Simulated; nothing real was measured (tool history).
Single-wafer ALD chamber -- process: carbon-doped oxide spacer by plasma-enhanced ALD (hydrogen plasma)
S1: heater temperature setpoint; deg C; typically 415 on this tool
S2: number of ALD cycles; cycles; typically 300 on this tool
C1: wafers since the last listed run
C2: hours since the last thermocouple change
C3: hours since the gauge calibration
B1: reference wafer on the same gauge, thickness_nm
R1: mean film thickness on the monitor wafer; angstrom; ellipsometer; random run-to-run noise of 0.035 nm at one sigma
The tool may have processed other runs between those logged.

run 1 day=0 | S1=415 S2=313 | C1=0 C2=2391 C3=215.2 | B1=12.264 | R1=145.32
run 2 day=1.012 | S1=415 S2=313 | C1=18 C2=2415.3 C3=239.5 | B1=12.252 | R1=144.58
run 3 day=1.704 | S1=415 S2=300 | C1=12 C2=2431.9 C3=256.1 | B1=12.254 | R1=138.9
run 4 day=2.55 | S1=415 S2=300 | C1=15 C2=2452.2 C3=276.4 | B1=12.266 | R1=138.41
-- day=3.038 gauge calibrated
run 5 day=4 | S1=415 S2=300 | C1=26 C2=2487 C3=23.1 | B1=12.371 | R1=140.24
run 6 day=4.683 | S1=415 S2=300 | C1=12 C2=2503.4 C3=39.5 | B1=12.356 | R1=140.6
run 7 day=6.092 | S1=415 S2=300 | C1=25 C2=2537.2 C3=73.3 | B1=12.317 | R1=140.33
run 8 day=8.712 | S1=415 S2=300 | C1=47 C2=2600.1 C3=136.2 | B1=12.299 | R1=139.67
run 9 day=11.771 | S1=420 S2=300 | C1=55 C2=2673.5 C3=209.6 | B1=12.275 | R1=137.59
run 10 day=13.158 | S1=420 S2=300 | C1=25 C2=2706.8 C3=242.9 | B1=12.272 | R1=137.29
run 11 day=14.179 | S1=406 S2=342 | C1=18 C2=2731.3 C3=267.4 | B1=12.259 | R1=162.44
-- day=14.679 gauge calibrated
run 12 day=14.975 | S1=422 S2=319 | C1=14 C2=2750.4 C3=7.1 | B1=12.4 | R1=146.98
run 13 day=16.146 | S1=415 S2=300 | C1=21 C2=2778.5 C3=35.2 | B1=12.364 | R1=140.06
-- day=17.462 thermocouple changed; heater temperature recalibrated
run 14 day=17.483 | S1=401 S2=352 | C1=18 C2=0.5 C3=67.3 | B1=12.337 | R1=170.13
run 15 day=18.158 | S1=403 S2=300 | C1=12 C2=16.7 C3=83.5 | B1=12.343 | R1=144.91
run 16 day=18.925 | S1=424 S2=323 | C1=13 C2=35.1 C3=101.9 | B1=12.314 | R1=146.8
run 17 day=19.875 | S1=404 S2=300 | C1=17 C2=57.9 C3=124.7 | B1=12.324 | R1=143.54
run 18 day=21.296 | S1=415 S2=300 | C1=25 C2=92 C3=158.8 | B1=12.299 | R1=139.04
run 19 day=22.192 | S1=421 S2=349 | C1=16 C2=113.5 C3=180.3 | B1=12.282 | R1=159.29
run 20 day=22.975 | S1=415 S2=300 | C1=14 C2=132.3 C3=199.1 | B1=12.271 | R1=139.39

Some steps in R1 between neighbouring runs. How much of each would the tool show without its hidden state too (settings, what came in, random variation), and how much is left for the hidden state, with any gauge scatter that isn't in both results?
The hidden state here: wafer temperature above the value expected at the setpoint (K); gauge reads high (%).
Run 4 -> 5: gauge calibrated. R1 +1.83 angstrom: hidden state +1.38, all else +0.45.
Run 11 -> 12: S1 406 -> 422, S2 342 -> 319, gauge calibrated. R1 -15.46 angstrom: hidden state +1.87, all else -17.33.
Run 13 -> 14: S1 415 -> 401, S2 300 -> 352, thermocouple changed; heater temperature recalibrated. R1 +30.07 angstrom: hidden state -0.48, all else +30.55.
Run 14 -> 15: S1 401 -> 403, S2 352 -> 300. R1 -25.22 angstrom: hidden state -0.01, all else -25.21.
